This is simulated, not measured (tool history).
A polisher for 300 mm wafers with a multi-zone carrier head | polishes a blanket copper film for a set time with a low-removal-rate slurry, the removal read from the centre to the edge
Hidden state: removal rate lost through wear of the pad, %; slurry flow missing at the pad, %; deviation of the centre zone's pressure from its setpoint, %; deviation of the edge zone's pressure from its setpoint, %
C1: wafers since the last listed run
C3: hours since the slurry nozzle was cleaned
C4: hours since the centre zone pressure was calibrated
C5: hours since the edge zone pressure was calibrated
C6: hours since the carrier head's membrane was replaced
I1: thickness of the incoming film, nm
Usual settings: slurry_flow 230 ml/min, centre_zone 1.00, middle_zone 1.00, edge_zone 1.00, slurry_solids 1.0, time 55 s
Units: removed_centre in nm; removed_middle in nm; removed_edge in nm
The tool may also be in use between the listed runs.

Run 1, hour 0.0: usual settings; C1 0; wafers polished on this pad 5305; C3 27.3; C4 346.6; C5 416.4; C6 1295.0; I1 653.3. Result: removed_centre 208.5 nm, removed_middle 214.1 nm, removed_edge 200.7 nm.
At hour 26.0: worn pad replaced by a new one.
Run 2, hour 55.2: usual settings; C1 739; wafers polished on this pad 421; C3 82.5; C4 401.8; C5 471.6; C6 1350.2; I1 642.9. Result: removed_centre 229.8 nm, removed_middle 240.0 nm, removed_edge 226.0 nm.
Run 3, hour 110.5: usual settings; C1 799; wafers polished on this pad 1220; C3 137.8; C4 457.1; C5 526.9; C6 1405.5; I1 632.0. Result: removed_centre 228.6 nm, removed_middle 228.8 nm, removed_edge 227.6 nm.
At hour 170.8: edge zone pressure recalibrated.
At hour 187.9: carrier head's membrane replaced by a new one.
Run 4, hour 197.9: usual settings; C1 1161; wafers polished on this pad 2382; C3 225.2; C4 544.5; C5 27.1; C6 10.0; I1 643.7. Result: removed_centre 219.7 nm, removed_middle 226.9 nm, removed_edge 211.7 nm.
Run 5, hour 305.4: usual settings; C1 1553; wafers polished on this pad 3935; C3 332.7; C4 652.0; C5 134.6; C6 117.5; I1 632.3. Result: removed_centre 212.8 nm, removed_middle 219.4 nm, removed_edge 206.6 nm.
At hour 349.4: slurry nozzle cleaned.
At hour 384.3: worn pad replaced by a new one.
Run 6, hour 402.9: usual settings; C1 1336; wafers polished on this pad 268; C3 53.5; C4 749.5; C5 232.1; C6 215.0; I1 630.8. Result: removed_centre 229.1 nm, removed_middle 235.1 nm, removed_edge 225.4 nm.
Run 7, hour 496.3: usual settings; C1 1349; wafers polished on this pad 1618; C3 146.9; C4 842.9; C5 325.5; C6 308.4; I1 631.8. Result: removed_centre 224.0 nm, removed_middle 231.9 nm, removed_edge 219.4 nm.
Run 8, hour 589.8: usual settings but slurry_flow 195 ml/min, time 62 s; C1 1351; wafers polished on this pad 2969; C3 240.4; C4 936.4; C5 419.0; C6 401.9; I1 641.5. Result: removed_centre 242.8 nm, removed_middle 246.2 nm, removed_edge 238.8 nm.
Run 9, hour 664.3: usual settings; C1 1076; wafers polished on this pad 4046; C3 314.9; C4 1010.9; C5 493.5; C6 476.4; I1 645.7. Result: removed_centre 217.7 nm, removed_middle 215.7 nm, removed_edge 203.9 nm.
At hour 732.7: worn pad replaced by a new one.
Run 10, hour 769.1: usual settings; C1 1456; wafers polished on this pad 525; C3 419.7; C4 1115.7; C5 598.3; C6 581.2; I1 639.8. Result: removed_centre 227.0 nm, removed_middle 232.3 nm, removed_edge 223.6 nm.
At hour 774.6: slurry nozzle cleaned.
Run 11, hour 818.4: usual settings but edge_zone 0.91, time 67 s; C1 697; wafers polished on this pad 1223; C3 43.8; C4 1165.0; C5 647.6; C6 630.5; I1 637.4. Result: removed_centre 269.0 nm, removed_middle 280.6 nm, removed_edge 251.8 nm.
At hour 853.2: edge zone pressure recalibrated.
Run 12, hour 916.1: usual settings but edge_zone 0.96; C1 1382; wafers polished on this pad 2606; C3 141.5; C4 1262.7; C5 62.9; C6 728.2; I1 630.5. Result: removed_centre 218.0 nm, removed_middle 225.6 nm, removed_edge 209.6 nm.
At hour 955.3: centre zone pressure recalibrated.
Run 13, hour 989.2: usual settings but time 62 s; C1 1027; wafers polished on this pad 3634; C3 214.6; C4 33.9; C5 136.0; C6 801.3; I1 642.0. Result: removed_centre 240.4 nm, removed_middle 246.8 nm, removed_edge 231.3 nm.
Run 14, hour 1052.3: usual settings but edge_zone 0.92, slurry_solids 0.9, time 71 s; C1 911; wafers polished on this pad 4546; C3 277.7; C4 97.0; C5 199.1; C6 864.4; I1 642.8. Result: removed_centre 259.1 nm, removed_middle 269.9 nm, removed_edge 247.5 nm.
At hour 1106.1: worn pad replaced by a new one.
Run 15, hour 1127.0: usual settings but slurry_solids 1.1, time 61 s; C1 1021; wafers polished on this pad 302; C3 352.4; C4 171.7; C5 273.8; C6 939.1; I1 639.1. Result: removed_centre 261.2 nm, removed_middle 260.3 nm, removed_edge 250.4 nm.
At hour 1144.1: slurry nozzle cleaned.
Run 16, hour 1172.3: usual settings; C1 640; wafers polished on this pad 942; C3 28.2; C4 217.0; C5 319.1; C6 984.4; I1 631.0. Result: removed_centre 225.0 nm, removed_middle 233.4 nm, removed_edge 220.3 nm.
Run 17, hour 1257.8: usual settings but centre_zone 1.07, edge_zone 0.96; C1 1235; wafers polished on this pad 2178; C3 113.7; C4 302.5; C5 404.6; C6 1069.9; I1 643.0. Result: removed_centre 232.8 nm, removed_middle 224.5 nm, removed_edge 208.7 nm.
Run 18, hour 1346.5: usual settings but slurry_flow 170 ml/min, slurry_solids 0.7; C1 1281; wafers polished on this pad 3460; C3 202.4; C4 391.2; C5 493.3; C6 1158.6; I1 643.2. Result: removed_centre 190.1 nm, removed_middle 200.7 nm, removed_edge 190.8 nm.
Run 19, hour 1410.2: usual settings but time 60 s; C1 920; wafers polished on this pad 4380; C3 266.1; C4 454.9; C5 557.0; C6 1222.3; I1 638.5. Result: removed_centre 220.0 nm, removed_middle 233.7 nm, removed_edge 218.2 nm.
Run 20, hour 1456.6: usual settings but slurry_solids 1.2; C1 670; wafers polished on this pad 5051; C3 312.5; C4 501.3; C5 603.4; C6 1268.7; I1 648.2. Result: removed_centre 212.9 nm, removed_middle 212.9 nm, removed_edge 206.0 nm.

Hidden state or all else? Some run-to-run changes of removed_centre, split into what the settings, what came in and random variation would give without the hidden state, and what is left for the hidden state (with any gauge scatter that isn't in both results):
Run 1 -> 2: worn pad replaced by a new one. removed_centre +21.3 nm: hidden state +23.8, all else -2.5.
Run 11 -> 12: edge_zone 0.91 -> 0.96, time 67 -> 55, edge zone pressure recalibrated. removed_centre -51.0 nm: hidden state -5.3, all else -45.7.
Run 14 -> 15: edge_zone 0.92 -> 1.00, slurry_solids 0.9 -> 1.1, time 71 -> 61, worn pad replaced by a new one. removed_centre +2.1 nm: hidden state +26.3, all else -24.2.
Run 17 -> 18: slurry_flow 230 -> 170, centre_zone 1.07 -> 1.00, edge_zone 0.96 -> 1.00, slurry_solids 1.0 -> 0.7. removed_centre -42.7 nm: hidden state -3.0, all else -39.7.

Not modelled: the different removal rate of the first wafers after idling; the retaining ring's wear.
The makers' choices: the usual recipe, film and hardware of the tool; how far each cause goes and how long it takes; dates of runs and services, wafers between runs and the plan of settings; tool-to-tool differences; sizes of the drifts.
